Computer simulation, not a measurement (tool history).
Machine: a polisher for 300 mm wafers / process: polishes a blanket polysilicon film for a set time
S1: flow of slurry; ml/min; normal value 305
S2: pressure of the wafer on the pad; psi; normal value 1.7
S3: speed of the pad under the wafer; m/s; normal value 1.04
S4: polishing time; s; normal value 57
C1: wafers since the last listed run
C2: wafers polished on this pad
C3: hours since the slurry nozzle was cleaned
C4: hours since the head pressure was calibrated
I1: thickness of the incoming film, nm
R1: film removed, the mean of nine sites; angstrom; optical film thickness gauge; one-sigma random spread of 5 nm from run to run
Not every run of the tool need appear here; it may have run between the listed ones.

run	day	S1	S2	S3	S4	C1	C2	C3	C4	I1	R1
1	0	355	1.7	1.04	57	0	1111	406.1	409.5	1156.3	3044
# day 0.538: worn pad replaced by a new one
2	1.925	305	1.7	1.04	57	249	196	452.3	455.7	1158.4	3246
3	5.458	305	1.9	1.04	57	501	698	537.1	540.5	1126.7	3558
4	7.896	305	1.9	1.04	57	346	1044	595.6	599	1126.1	3310
# day 8.862: worn pad replaced by a new one
5	11.517	305	1.9	1.04	57	490	376	682.5	685.9	1143.3	3591
# day 12.425: slurry nozzle cleaned
# day 12.667: head pressure recalibrated
6	15.288	305	2	1.04	57	517	894	68.7	62.9	1126.5	3593
# day 16.8: worn pad replaced by a new one
7	17.25	305	1.7	1.04	57	254	64	115.8	110	1144.5	3331
8	18.8	305	1.7	1.04	57	220	284	153	147.2	1130.3	3414
9	22.204	395	1.4	1.04	47	483	767	234.7	228.9	1154.8	2182
# day 25.879: worn pad replaced by a new one
10	25.958	305	1.7	0.9	57	509	11	324.8	319	1138.8	3037
11	28.783	210	1.3	1.16	41	401	412	392.6	386.8	1151.3	1883
12	30.571	305	1.9	1.04	50	253	666	435.5	429.7	1158.2	3116
# day 33.046: worn pad replaced by a new one
13	33.067	305	1.7	1.04	57	330	2	495.4	489.6	1128	3251
14	34.504	305	1.7	0.8	41	204	206	529.9	524.1	1142.5	1959
15	36.738	370	1.7	0.74	57	317	523	583.5	577.7	1142	2594
16	38.471	305	1.7	1.18	57	246	769	625.1	619.3	1152.8	3416
17	40.85	210	2.1	0.7	44	337	1107	682.2	676.4	1123.6	2049

Below are 3 alternative next runs, each starting from the tool's condition after run 17. Predict each:
A	40.867	305	1.7	1.04	57	2	1110	682.6	676.8	1136.5	?
B	40.867	355	1.9	1.04	57	2	1110	682.6	676.8	1136.5	?
C	40.867	360	1.7	1.28	67	2	1110	682.6	676.8	1136.5	?

run	R1
A	2860
B	3253
C	3950
Had the tool no hidden state, the same runs would have come out as:
run	R1
A	3452
B	3902
C	4736

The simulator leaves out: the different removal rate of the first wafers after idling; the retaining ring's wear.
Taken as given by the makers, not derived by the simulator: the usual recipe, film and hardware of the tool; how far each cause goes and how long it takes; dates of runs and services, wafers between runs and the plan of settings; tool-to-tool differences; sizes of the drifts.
